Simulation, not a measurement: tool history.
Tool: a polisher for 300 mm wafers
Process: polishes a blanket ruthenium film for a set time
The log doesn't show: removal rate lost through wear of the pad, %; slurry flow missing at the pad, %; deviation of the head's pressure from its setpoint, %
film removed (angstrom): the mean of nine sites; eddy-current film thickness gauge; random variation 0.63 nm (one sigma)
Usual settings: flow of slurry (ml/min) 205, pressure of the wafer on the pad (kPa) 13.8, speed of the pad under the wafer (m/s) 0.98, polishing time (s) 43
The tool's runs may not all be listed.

run,hour,flow of slurry (ml/min),pressure of the wafer on the pad (kPa),speed of the pad under the wafer (m/s),polishing time (s),wafers since the last listed run,wafers polished on this pad,hours since the slurry nozzle was cleaned,hours since the head pressure was calibrated,"incoming thickness of the incoming film, nm",film removed (angstrom)
1,0,205,13.8,1.14,43,0,1102,15.5,477.9,453.8,515
2,64.3,245,12.4,0.98,43,471,1574,79.8,542.2,462.2,412
# hour 101.4: worn pad replaced by a new one
3,107,245,12.4,0.98,43,283,41,122.5,584.9,462.3,416
4,144.9,205,10.3,0.98,43,278,319,160.4,622.8,459.5,337
5,203.4,205,10.3,0.98,43,429,748,218.9,681.3,460,345
6,244.2,205,10.3,0.98,43,299,1047,259.7,722.1,460.2,339
# hour 340.2: worn pad replaced by a new one
7,368.9,205,13.8,0.98,37,885,210,384.4,846.8,456.3,362
8,393.5,205,13.8,0.98,37,180,391,409,871.4,457.9,364
# hour 412.2: head pressure recalibrated
9,441.9,205,11.7,0.82,43,340,731,457.4,29.7,451.4,337
10,484.6,205,11.7,0.82,43,313,1044,500.1,72.4,454.4,338
11,526.4,205,16.5,0.98,43,306,1351,541.9,114.2,454.3,540
12,573.9,205,13.8,0.98,43,348,1700,589.4,161.7,453.8,451
# hour 598.5: worn pad replaced by a new one
13,634.1,205,10.3,0.98,43,412,261,649.6,221.9,462.1,361
14,669.4,180,13.8,0.98,33,259,520,684.9,257.2,455.5,341
# hour 693.5: slurry nozzle cleaned
15,700.1,205,13.8,0.98,55,217,738,6.6,287.9,464.8,579
16,733.2,205,13.8,0.98,34,242,981,39.7,321,451.2,361
17,765.2,205,13.8,1.24,48,234,1215,71.7,353,469.4,630
18,812.1,205,11,0.98,43,344,1559,118.6,399.9,458.8,371
# hour 847.1: worn pad replaced by a new one
19,872.5,205,17.9,0.98,29,413,186,179,460.3,461,386
20,927.4,205,15.9,1.28,34,402,589,233.9,515.2,464.6,519
21,957.6,205,13.8,0.98,43,221,811,264.1,545.4,460.4,451
22,1015.6,170,17.2,0.84,43,425,1236,322.1,603.4,456.2,442
23,1056.3,135,15.2,0.98,43,298,1535,362.8,644.1,457.6,439
# hour 1064.2: worn pad replaced by a new one
24,1093.9,205,13.8,1.26,43,246,218,400.4,681.7,463.7,564
25,1131.7,240,11.7,1.08,43,277,495,438.2,719.5,462.6,430

Hidden state at the last listed run before each entry between runs and at the first one after, where it differs:
Between runs 2 and 3: worn pad replaced by a new one (hour 101.4)
  deviation of the head's pressure from its setpoint, %: -6.19 -> -6.61
  measured less the result without the state, film removed (angstrom): -23 -> -25
Between runs 6 and 7: worn pad replaced by a new one (hour 340.2)
  deviation of the head's pressure from its setpoint, %: -7.95 -> -9.17
  measured less the result without the state, film removed (angstrom): -25 -> -31
Between runs 8 and 9: head pressure recalibrated (hour 412.2)
  deviation of the head's pressure from its setpoint, %: -9.41 -> -0.13
  measured less the result without the state, film removed (angstrom): -31 -> -1
Between runs 12 and 13: worn pad replaced by a new one (hour 598.5)
  deviation of the head's pressure from its setpoint, %: -1.42 -> -2.01
  measured less the result without the state, film removed (angstrom): -6 -> -7
Between runs 14 and 15: slurry nozzle cleaned (hour 693.5)
  deviation of the head's pressure from its setpoint, %: -2.36 -> -2.66
  measured less the result without the state, film removed (angstrom): -7 -> -14
Between runs 18 and 19: worn pad replaced by a new one (hour 847.1)
  deviation of the head's pressure from its setpoint, %: -3.76 -> -4.35
  measured less the result without the state, film removed (angstrom): -12 -> -15
Between runs 23 and 24: worn pad replaced by a new one (hour 1064.2)
  deviation of the head's pressure from its setpoint, %: -6.15 -> -6.52
  measured less the result without the state, film removed (angstrom): -24 -> -33
